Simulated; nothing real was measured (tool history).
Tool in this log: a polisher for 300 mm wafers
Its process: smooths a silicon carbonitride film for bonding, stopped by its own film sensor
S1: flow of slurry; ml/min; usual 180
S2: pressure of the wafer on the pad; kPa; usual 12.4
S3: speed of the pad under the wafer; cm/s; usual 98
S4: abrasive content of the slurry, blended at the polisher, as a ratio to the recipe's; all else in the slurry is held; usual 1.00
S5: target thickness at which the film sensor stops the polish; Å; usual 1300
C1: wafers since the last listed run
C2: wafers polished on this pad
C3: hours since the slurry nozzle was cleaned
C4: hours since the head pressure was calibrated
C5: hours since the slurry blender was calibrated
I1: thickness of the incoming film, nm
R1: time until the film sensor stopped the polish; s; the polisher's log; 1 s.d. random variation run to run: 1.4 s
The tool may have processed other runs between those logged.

| run | hour | S1 | S2 | S3 | S4 | S5 | C1 | C2 | C3 | C4 | C5 | I1 | R1 |
|---|---|---|---|---|---|---|---|---|---|---|---|---|---|
| 1 | 0.0 | 180 | 13.8 | 98 | 1.00 | 1300 | 0 | 498 | 164.3 | 25.0 | 34.2 | 160.5 | 142.5 |
| 2 | 16.3 | 180 | 12.4 | 98 | 0.90 | 1300 | 78 | 577 | 180.6 | 41.3 | 50.5 | 160.1 | 163.5 |
| 3 | 27.4 | 180 | 12.4 | 98 | 1.00 | 1320 | 53 | 630 | 191.7 | 52.4 | 61.6 | 158.0 | 137.1 |
| 4 | 45.2 | 180 | 12.4 | 98 | 1.00 | 1300 | 85 | 716 | 209.5 | 70.2 | 79.4 | 159.8 | 155.8 |
| 5 | 62.7 | 180 | 12.4 | 98 | 0.85 | 1300 | 84 | 801 | 227.0 | 87.7 | 96.9 | 160.3 | 177.1 |
| 6 | 73.5 | 180 | 12.4 | 98 | 0.85 | 1300 | 52 | 853 | 237.8 | 98.5 | 107.7 | 158.1 | 161.5 |
| 7 | 87.4 | 180 | 9.7 | 98 | 1.00 | 1300 | 66 | 920 | 251.7 | 112.4 | 121.6 | 160.5 | 211.2 |
|  | 98.3 | slurry blender recalibrated |
| 8 | 104.5 | 180 | 12.4 | 98 | 1.00 | 1300 | 72 | 992 | 268.8 | 129.5 | 6.2 | 163.1 | 166.2 |
| 9 | 121.2 | 180 | 10.3 | 98 | 1.30 | 1210 | 80 | 1073 | 285.5 | 146.2 | 22.9 | 161.3 | 219.5 |
| 10 | 130.3 | 180 | 12.4 | 120 | 1.00 | 1370 | 43 | 1117 | 294.6 | 155.3 | 32.0 | 158.2 | 92.5 |
|  | 134.5 | slurry nozzle cleaned |
| 11 | 148.3 | 180 | 12.4 | 98 | 1.00 | 1260 | 81 | 1199 | 13.8 | 173.3 | 50.0 | 158.3 | 166.2 |
| 12 | 158.5 | 180 | 12.4 | 110 | 1.15 | 1300 | 49 | 1248 | 24.0 | 183.5 | 60.2 | 159.2 | 129.6 |
| 13 | 172.4 | 180 | 12.4 | 98 | 1.00 | 1240 | 66 | 1315 | 37.9 | 197.4 | 74.1 | 156.8 | 171.9 |
|  | 181.2 | worn pad replaced by a new one |
| 14 | 211.7 | 180 | 12.4 | 98 | 1.00 | 1300 | 170 | 147 | 77.2 | 236.7 | 113.4 | 159.6 | 160.1 |
| 15 | 221.5 | 180 | 12.4 | 98 | 1.00 | 1300 | 47 | 194 | 87.0 | 246.5 | 123.2 | 161.8 | 168.7 |
| 16 | 228.1 | 180 | 13.8 | 98 | 1.00 | 1300 | 31 | 226 | 93.6 | 253.1 | 129.8 | 157.9 | 134.8 |
|  | 235.1 | slurry blender recalibrated |
| 17 | 249.3 | 180 | 12.4 | 98 | 1.00 | 1300 | 92 | 318 | 114.8 | 274.3 | 14.2 | 158.3 | 139.7 |
| 18 | 262.8 | 180 | 11.0 | 98 | 1.00 | 1300 | 65 | 383 | 128.3 | 287.8 | 27.7 | 161.3 | 179.6 |
| 19 | 273.3 | 180 | 12.4 | 98 | 1.10 | 1300 | 50 | 434 | 138.8 | 298.3 | 38.2 | 161.8 | 156.7 |
| 20 | 279.4 | 195 | 12.4 | 98 | 0.85 | 1350 | 29 | 463 | 144.9 | 304.4 | 44.3 | 161.9 | 149.0 |
| 21 | 311.9 | 180 | 14.5 | 98 | 1.00 | 1300 | 156 | 620 | 177.4 | 336.9 | 76.8 | 157.6 | 124.9 |
| 22 | 318.1 | 130 | 10.3 | 68 | 1.00 | 1300 | 29 | 650 | 183.6 | 343.1 | 83.0 | 160.4 | 263.5 |
| 23 | 326.3 | 245 | 12.4 | 98 | 1.00 | 1400 | 39 | 689 | 191.8 | 351.3 | 91.2 | 160.1 | 101.6 |
| 24 | 343.7 | 180 | 12.4 | 98 | 1.00 | 1300 | 83 | 773 | 209.2 | 368.7 | 108.6 | 163.1 | 176.4 |
| 25 | 357.8 | 240 | 12.4 | 84 | 1.25 | 1360 | 67 | 841 | 223.3 | 382.8 | 122.7 | 158.1 | 115.5 |
| 26 | 365.2 | 125 | 12.4 | 98 | 0.80 | 1300 | 35 | 877 | 230.7 | 390.2 | 130.1 | 158.8 | 184.1 |
|  | 375.7 | slurry blender recalibrated |
| 27 | 376.2 | 180 | 12.4 | 112 | 1.00 | 1240 | 43 | 920 | 241.7 | 401.2 | 0.5 | 160.8 | 169.9 |
| 28 | 382.3 | 130 | 12.4 | 98 | 1.00 | 1300 | 29 | 950 | 247.8 | 407.3 | 6.6 | 160.7 | 163.4 |
| 29 | 393.2 | 180 | 12.4 | 98 | 1.00 | 1300 | 52 | 1002 | 258.7 | 418.2 | 17.5 | 161.7 | 162.1 |
| 30 | 403.2 | 180 | 12.4 | 126 | 1.00 | 1300 | 48 | 1050 | 268.7 | 428.2 | 27.5 | 159.6 | 123.9 |

For each entry between runs, how does the tool's hidden state at the last listed run before it compare with that at the first listed run after it?
Logged between run 7 and run 8: slurry blender recalibrated (hour 98.3)
  abrasive missing from the slurry, %: 14.7 -> 1.95
  measured value less the no-hidden-state value, R1: +15.1 -> +1.5 s
Logged between run 10 and run 11: slurry nozzle cleaned (hour 134.5)
  abrasive missing from the slurry, %: 4.67 -> 6.58
  measured value less the no-hidden-state value, R1: +2.0 -> +5.1 s
Logged between run 13 and run 14: worn pad replaced by a new one (hour 181.2)
  abrasive missing from the slurry, %: 9.13 -> 13.3
  measured value less the no-hidden-state value, R1: +7.4 -> +10.2 s
Logged between run 16 and run 17: slurry blender recalibrated (hour 235.1)
  abrasive missing from the slurry, %: 15 -> 1.62
  measured value less the no-hidden-state value, R1: +9.9 -> +1.0 s
Logged between run 26 and run 27: slurry blender recalibrated (hour 375.7)
  abrasive missing from the slurry, %: 13.9 -> 2.12
  measured value less the no-hidden-state value, R1: +13.8 -> +1.6 s

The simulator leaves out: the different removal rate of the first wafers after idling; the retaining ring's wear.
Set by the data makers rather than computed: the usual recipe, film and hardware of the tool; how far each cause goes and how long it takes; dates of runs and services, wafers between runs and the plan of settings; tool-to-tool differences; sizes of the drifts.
